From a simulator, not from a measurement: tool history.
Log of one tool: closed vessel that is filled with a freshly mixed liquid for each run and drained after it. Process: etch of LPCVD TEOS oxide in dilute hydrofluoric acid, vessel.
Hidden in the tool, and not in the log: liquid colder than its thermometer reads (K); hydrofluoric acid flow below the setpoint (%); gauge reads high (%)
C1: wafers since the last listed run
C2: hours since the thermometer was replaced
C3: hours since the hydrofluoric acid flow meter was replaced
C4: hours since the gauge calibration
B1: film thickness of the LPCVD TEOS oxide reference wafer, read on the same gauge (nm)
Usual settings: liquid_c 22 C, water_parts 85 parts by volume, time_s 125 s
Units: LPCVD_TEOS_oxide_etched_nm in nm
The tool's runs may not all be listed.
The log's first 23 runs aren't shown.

Run 24, hour 278.2: usual settings; C1 1019; C2 52.9; C3 23; C4 87.8; B1 79.98. Result: LPCVD_TEOS_oxide_etched_nm 51.25 nm.
Run 25, hour 289.4: usual settings but time_s 65 s; C1 1254; C2 64.1; C3 34.2; C4 99; B1 80. Result: LPCVD_TEOS_oxide_etched_nm 26.49 nm.
Run 26, hour 306.9: usual settings but water_parts 60 parts by volume; C1 1960; C2 81.6; C3 51.7; C4 116.5; B1 79.98. Result: LPCVD_TEOS_oxide_etched_nm 74.21 nm.
Run 27, hour 322.4: usual settings; C1 1736; C2 97.1; C3 67.2; C4 132; B1 80.01. Result: LPCVD_TEOS_oxide_etched_nm 50.86 nm.
Run 28, hour 328.6: usual settings but time_s 75 s; C1 694; C2 103.3; C3 73.4; C4 138.2; B1 79.99. Result: LPCVD_TEOS_oxide_etched_nm 30.73 nm.
Run 29, hour 344.3: usual settings but water_parts 115 parts by volume, time_s 155 s; C1 1758; C2 119; C3 89.1; C4 153.9; B1 79.98. Result: LPCVD_TEOS_oxide_etched_nm 44.99 nm.
Run 30, hour 350.6: usual settings; C1 705; C2 125.3; C3 95.4; C4 160.2; B1 80.02. Result: LPCVD_TEOS_oxide_etched_nm 51.01 nm.
Run 31, hour 357.1: usual settings but water_parts 95 parts by volume; C1 728; C2 131.8; C3 101.9; C4 166.7; B1 79.98. Result: LPCVD_TEOS_oxide_etched_nm 45.41 nm.
Run 32, hour 374.6: usual settings but liquid_c 25 C, water_parts 55 parts by volume; C1 1960; C2 149.3; C3 119.4; C4 184.2; B1 80. Result: LPCVD_TEOS_oxide_etched_nm 92.56 nm.
Run 33, hour 383: usual settings but liquid_c 17.5 C, water_parts 70 parts by volume, time_s 145 s; C1 941; C2 157.7; C3 127.8; C4 192.6; B1 80. Result: LPCVD_TEOS_oxide_etched_nm 60.65 nm.

Forecast each of these 4 alternatives for the next run:
Run A, hour 383.7: usual settings but liquid_c 20.5 C; C1 78; C2 158.4; C3 128.5; C4 193.3; B1 ?. Result: LPCVD_TEOS_oxide_etched_nm ?.
Run B, hour 383.7: usual settings but water_parts 70 parts by volume; C1 78; C2 158.4; C3 128.5; C4 193.3; B1 ?. Result: LPCVD_TEOS_oxide_etched_nm ?.
Run C, hour 383.7: usual settings but liquid_c 23.5 C; C1 78; C2 158.4; C3 128.5; C4 193.3; B1 ?. Result: LPCVD_TEOS_oxide_etched_nm ?.
Run D, hour 383.7: usual settings but liquid_c 27 C, water_parts 115 parts by volume; C1 78; C2 158.4; C3 128.5; C4 193.3; B1 ?. Result: LPCVD_TEOS_oxide_etched_nm ?.

run     B1  LPCVD_TEOS_oxide_etched_nm
  A  79.96                       48.03
  B  79.96                       63.16
  C  79.96                       54.29
  D  79.96                       44.33
Without the tool's hidden state the same runs would have given:
run  LPCVD_TEOS_oxide_etched_nm
  A                       48.43
  B                       63.68
  C                       54.73
  D                       44.66
